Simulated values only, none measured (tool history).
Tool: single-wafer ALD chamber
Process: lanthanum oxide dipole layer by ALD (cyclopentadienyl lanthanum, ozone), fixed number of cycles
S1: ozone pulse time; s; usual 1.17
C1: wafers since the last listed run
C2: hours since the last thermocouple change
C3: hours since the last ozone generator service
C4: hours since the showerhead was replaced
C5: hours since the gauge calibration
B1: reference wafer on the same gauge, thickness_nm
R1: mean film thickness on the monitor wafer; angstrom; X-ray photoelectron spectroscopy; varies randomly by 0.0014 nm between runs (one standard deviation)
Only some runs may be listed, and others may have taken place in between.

{"run": 1, "hour": 0.0, "S1": 1.17, "C1": 0, "C2": 269.1, "C3": 909.0, "C4": 5933.8, "C5": 898.6, "B1": 0.529, "R1": 5.51}
{"run": 2, "hour": 80.7, "S1": 1.17, "C1": 1376, "C2": 349.8, "C3": 989.7, "C4": 6014.5, "C5": 979.3, "B1": 0.529, "R1": 5.48}
{"run": 3, "hour": 123.1, "S1": 1.17, "C1": 723, "C2": 392.2, "C3": 1032.1, "C4": 6056.9, "C5": 1021.7, "B1": 0.529, "R1": 5.48}
{"run": 4, "hour": 218.2, "S1": 1.17, "C1": 1621, "C2": 487.3, "C3": 1127.2, "C4": 6152.0, "C5": 1116.8, "B1": 0.529, "R1": 5.5}
{"run": 5, "hour": 287.0, "S1": 1.17, "C1": 1173, "C2": 556.1, "C3": 1196.0, "C4": 6220.8, "C5": 1185.6, "B1": 0.529, "R1": 5.48}
{"run": 6, "hour": 341.3, "S1": 1.17, "C1": 926, "C2": 610.4, "C3": 1250.3, "C4": 6275.1, "C5": 1239.9, "B1": 0.529, "R1": 5.47}
{"hour": 622.8, "done": "gauge calibrated"}
{"run": 7, "hour": 661.9, "S1": 1.17, "C1": 5467, "C2": 931.0, "C3": 1570.9, "C4": 6595.7, "C5": 39.1, "B1": 0.529, "R1": 5.44}
{"run": 8, "hour": 729.0, "S1": 1.17, "C1": 1144, "C2": 998.1, "C3": 1638.0, "C4": 6662.8, "C5": 106.2, "B1": 0.529, "R1": 5.47}
{"run": 9, "hour": 833.0, "S1": 1.17, "C1": 1773, "C2": 1102.1, "C3": 1742.0, "C4": 6766.8, "C5": 210.2, "B1": 0.529, "R1": 5.47}
{"run": 10, "hour": 891.4, "S1": 1.17, "C1": 996, "C2": 1160.5, "C3": 1800.4, "C4": 6825.2, "C5": 268.6, "B1": 0.529, "R1": 5.44}
{"run": 11, "hour": 981.9, "S1": 1.17, "C1": 1543, "C2": 1251.0, "C3": 1890.9, "C4": 6915.7, "C5": 359.1, "B1": 0.529, "R1": 5.47}
{"run": 12, "hour": 1067.4, "S1": 1.17, "C1": 1458, "C2": 1336.5, "C3": 1976.4, "C4": 7001.2, "C5": 444.6, "B1": 0.529, "R1": 5.44}
{"run": 13, "hour": 1192.4, "S1": 1.17, "C1": 2131, "C2": 1461.5, "C3": 2101.4, "C4": 7126.2, "C5": 569.6, "B1": 0.529, "R1": 5.45}
{"hour": 1270.6, "done": "ozone generator serviced"}
{"run": 14, "hour": 1280.4, "S1": 1.17, "C1": 1364, "C2": 1549.5, "C3": 9.8, "C4": 7214.2, "C5": 657.6, "B1": 0.529, "R1": 5.6}
{"hour": 1314.4, "done": "showerhead replaced"}
{"run": 15, "hour": 1325.0, "S1": 0.82, "C1": 624, "C2": 1594.1, "C3": 54.4, "C4": 10.6, "C5": 702.2, "B1": 0.529, "R1": 5.19}
{"hour": 1387.1, "done": "thermocouple changed; heater temperature recalibrated"}
{"run": 16, "hour": 1419.6, "S1": 1.61, "C1": 1477, "C2": 32.5, "C3": 149.0, "C4": 105.2, "C5": 796.8, "B1": 0.529, "R1": 5.88}
{"run": 17, "hour": 1485.5, "S1": 1.51, "C1": 1123, "C2": 98.4, "C3": 214.9, "C4": 171.1, "C5": 862.7, "B1": 0.529, "R1": 5.81}
{"run": 18, "hour": 1660.6, "S1": 1.17, "C1": 2986, "C2": 273.5, "C3": 390.0, "C4": 346.2, "C5": 1037.8, "B1": 0.529, "R1": 5.54}
{"run": 19, "hour": 1757.1, "S1": 0.92, "C1": 1645, "C2": 370.0, "C3": 486.5, "C4": 442.7, "C5": 1134.3, "B1": 0.529, "R1": 5.25}
{"run": 20, "hour": 1797.8, "S1": 1.63, "C1": 694, "C2": 410.7, "C3": 527.2, "C4": 483.4, "C5": 1175.0, "B1": 0.529, "R1": 5.84}
{"hour": 1832.9, "done": "gauge calibrated"}
{"run": 21, "hour": 1895.5, "S1": 1.58, "C1": 1666, "C2": 508.4, "C3": 624.9, "C4": 581.1, "C5": 62.6, "B1": 0.529, "R1": 5.77}
{"run": 22, "hour": 1984.1, "S1": 0.89, "C1": 1511, "C2": 597.0, "C3": 713.5, "C4": 669.7, "C5": 151.2, "B1": 0.529, "R1": 5.16}
{"run": 23, "hour": 2026.0, "S1": 1.17, "C1": 714, "C2": 638.9, "C3": 755.4, "C4": 711.6, "C5": 193.1, "B1": 0.529, "R1": 5.51}
{"run": 24, "hour": 2213.3, "S1": 0.95, "C1": 3194, "C2": 826.2, "C3": 942.7, "C4": 898.9, "C5": 380.4, "B1": 0.529, "R1": 5.22}
{"run": 25, "hour": 2311.9, "S1": 0.97, "C1": 1681, "C2": 924.8, "C3": 1041.3, "C4": 997.5, "C5": 479.0, "B1": 0.529, "R1": 5.21}
{"run": 26, "hour": 2395.7, "S1": 1.17, "C1": 1429, "C2": 1008.6, "C3": 1125.1, "C4": 1081.3, "C5": 562.8, "B1": 0.529, "R1": 5.45}
{"run": 27, "hour": 2467.3, "S1": 1.29, "C1": 1221, "C2": 1080.2, "C3": 1196.7, "C4": 1152.9, "C5": 634.4, "B1": 0.529, "R1": 5.58}
{"run": 28, "hour": 2624.2, "S1": 1.44, "C1": 2676, "C2": 1237.1, "C3": 1353.6, "C4": 1309.8, "C5": 791.3, "B1": 0.529, "R1": 5.69}

Each row is a separate what-if for the run after 28, all from the same tool condition, not one after another. Results?
{"run": "A", "hour": 2624.6, "S1": 1.41, "C1": 6, "C2": 1237.5, "C3": 1354.0, "C4": 1310.2, "C5": 791.7, "B1": "?", "R1": "?"}
{"run": "B", "hour": 2624.6, "S1": 0.77, "C1": 6, "C2": 1237.5, "C3": 1354.0, "C4": 1310.2, "C5": 791.7, "B1": "?", "R1": "?"}
{"run": "C", "hour": 2624.6, "S1": 1.49, "C1": 6, "C2": 1237.5, "C3": 1354.0, "C4": 1310.2, "C5": 791.7, "B1": "?", "R1": "?"}
{"run": "D", "hour": 2624.6, "S1": 0.78, "C1": 6, "C2": 1237.5, "C3": 1354.0, "C4": 1310.2, "C5": 791.7, "B1": "?", "R1": "?"}

run=A B1=0.529 R1=5.64
run=B B1=0.529 R1=4.92
run=C B1=0.529 R1=5.70
run=D B1=0.529 R1=4.93
Without the tool's unlogged condition, the same runs would have read:
run=A R1=5.80
run=B R1=5.16
run=C R1=5.85
run=D R1=5.18
